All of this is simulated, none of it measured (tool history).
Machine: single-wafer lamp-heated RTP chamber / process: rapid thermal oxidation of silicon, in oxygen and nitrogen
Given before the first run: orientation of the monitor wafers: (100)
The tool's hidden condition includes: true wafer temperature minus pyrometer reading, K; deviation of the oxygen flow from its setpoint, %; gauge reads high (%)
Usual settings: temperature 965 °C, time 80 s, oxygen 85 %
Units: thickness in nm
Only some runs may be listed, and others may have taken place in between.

| run | day | temperature | time | oxygen | wafers since the last listed run | wafers since the last pyrometer calibration | hours since the oxygen flow controller was replaced | hours since the gauge calibration | read-back reference wafer on the same gauge, thickness | thickness |
|---|---|---|---|---|---|---|---|---|---|---|
| 1 | 0.000 | 974 | 80 | 85 | 0 | 452 | 1439.4 | 345.5 | 4.539 | 4.955 |
| 2 | 1.362 | 965 | 80 | 85 | 496 | 949 | 1472.1 | 378.2 | 4.535 | 4.684 |
| 3 | 3.412 | 965 | 80 | 85 | 747 | 1696 | 1521.3 | 427.4 | 4.538 | 4.714 |
| 4 | 5.842 | 965 | 80 | 85 | 885 | 2581 | 1579.6 | 485.7 | 4.540 | 4.723 |
| 5 | 7.167 | 965 | 80 | 85 | 483 | 3064 | 1611.4 | 517.5 | 4.544 | 4.750 |
|  | 8.108 | pyrometer window cleaned and pyrometer calibrated |
| 6 | 8.262 | 965 | 80 | 85 | 277 | 56 | 1637.7 | 543.8 | 4.541 | 4.623 |
| 7 | 14.775 | 965 | 80 | 85 | 2374 | 2430 | 1794.0 | 700.1 | 4.536 | 4.731 |
| 8 | 16.000 | 965 | 80 | 85 | 446 | 2876 | 1823.4 | 729.5 | 4.540 | 4.762 |
| 9 | 17.725 | 965 | 80 | 85 | 628 | 3505 | 1864.8 | 770.9 | 4.538 | 4.770 |
|  | 19.604 | pyrometer window cleaned and pyrometer calibrated |
| 10 | 19.625 | 965 | 80 | 85 | 571 | 6 | 1910.4 | 816.5 | 4.540 | 4.581 |
| 11 | 21.583 | 965 | 80 | 85 | 713 | 720 | 1957.4 | 863.5 | 4.542 | 4.662 |
| 12 | 23.192 | 965 | 67 | 85 | 586 | 1307 | 1996.0 | 902.1 | 4.542 | 4.329 |
| 13 | 26.175 | 965 | 80 | 85 | 1087 | 2394 | 2067.6 | 973.7 | 4.539 | 4.699 |
| 14 | 28.229 | 937 | 54 | 97 | 748 | 3143 | 2116.9 | 1023.0 | 4.541 | 3.431 |
|  | 30.088 | pyrometer window cleaned and pyrometer calibrated |
| 15 | 31.112 | 985 | 80 | 76 | 929 | 373 | 2186.1 | 1092.2 | 4.540 | 5.149 |
| 16 | 33.854 | 965 | 80 | 85 | 999 | 1372 | 2251.9 | 1158.0 | 4.539 | 4.695 |
|  | 34.171 | gauge calibrated |
| 17 | 34.925 | 965 | 80 | 85 | 390 | 1763 | 2277.6 | 18.1 | 4.538 | 4.685 |
|  | 35.800 | oxygen flow controller replaced |
| 18 | 36.929 | 965 | 80 | 85 | 609 | 2372 | 27.1 | 66.2 | 4.539 | 4.708 |
| 19 | 38.733 | 965 | 80 | 85 | 657 | 3029 | 70.4 | 109.5 | 4.537 | 4.743 |
|  | 40.208 | pyrometer window cleaned and pyrometer calibrated |
| 20 | 40.329 | 981 | 80 | 58 | 460 | 43 | 108.7 | 147.8 | 4.543 | 4.547 |
| 21 | 42.842 | 965 | 80 | 85 | 915 | 959 | 169.0 | 208.1 | 4.536 | 4.649 |
| 22 | 45.242 | 984 | 101 | 85 | 874 | 1834 | 226.6 | 265.7 | 4.542 | 6.035 |
| 23 | 46.933 | 954 | 80 | 98 | 616 | 2451 | 267.2 | 306.3 | 4.537 | 4.549 |
| 24 | 48.012 | 965 | 41 | 94 | 393 | 2844 | 293.1 | 332.2 | 4.539 | 3.703 |
| 25 | 50.758 | 965 | 95 | 85 | 1000 | 3845 | 359.0 | 398.1 | 4.537 | 5.079 |
|  | 51.883 | pyrometer window cleaned and pyrometer calibrated |
| 26 | 52.067 | 965 | 115 | 85 | 355 | 66 | 390.4 | 429.5 | 4.536 | 5.371 |

Alternative continuations, all from the tool just after run 26; predict every row:
| A | 52.083 | 965 | 80 | 85 | 6 | 72 | 390.8 | 429.9 | ? | ? |
| B | 52.083 | 951 | 63 | 85 | 6 | 72 | 390.8 | 429.9 | ? | ? |
| C | 52.083 | 951 | 80 | 85 | 6 | 72 | 390.8 | 429.9 | ? | ? |
| D | 52.083 | 949 | 96 | 85 | 6 | 72 | 390.8 | 429.9 | ? | ? |
| E | 52.083 | 973 | 97 | 98 | 6 | 72 | 390.8 | 429.9 | ? | ? |

| run | read-back reference wafer on the same gauge, thickness | thickness |
|---|---|---|
| A | 4.537 | 4.582 |
| B | 4.537 | 3.752 |
| C | 4.537 | 4.134 |
| D | 4.537 | 4.398 |
| E | 4.537 | 5.556 |
With the hidden condition removed and each run's random variation left untouched, the same runs would have given:
| run | thickness |
|---|---|
| A | 4.571 |
| B | 3.744 |
| C | 4.125 |
| D | 4.388 |
| E | 5.543 |

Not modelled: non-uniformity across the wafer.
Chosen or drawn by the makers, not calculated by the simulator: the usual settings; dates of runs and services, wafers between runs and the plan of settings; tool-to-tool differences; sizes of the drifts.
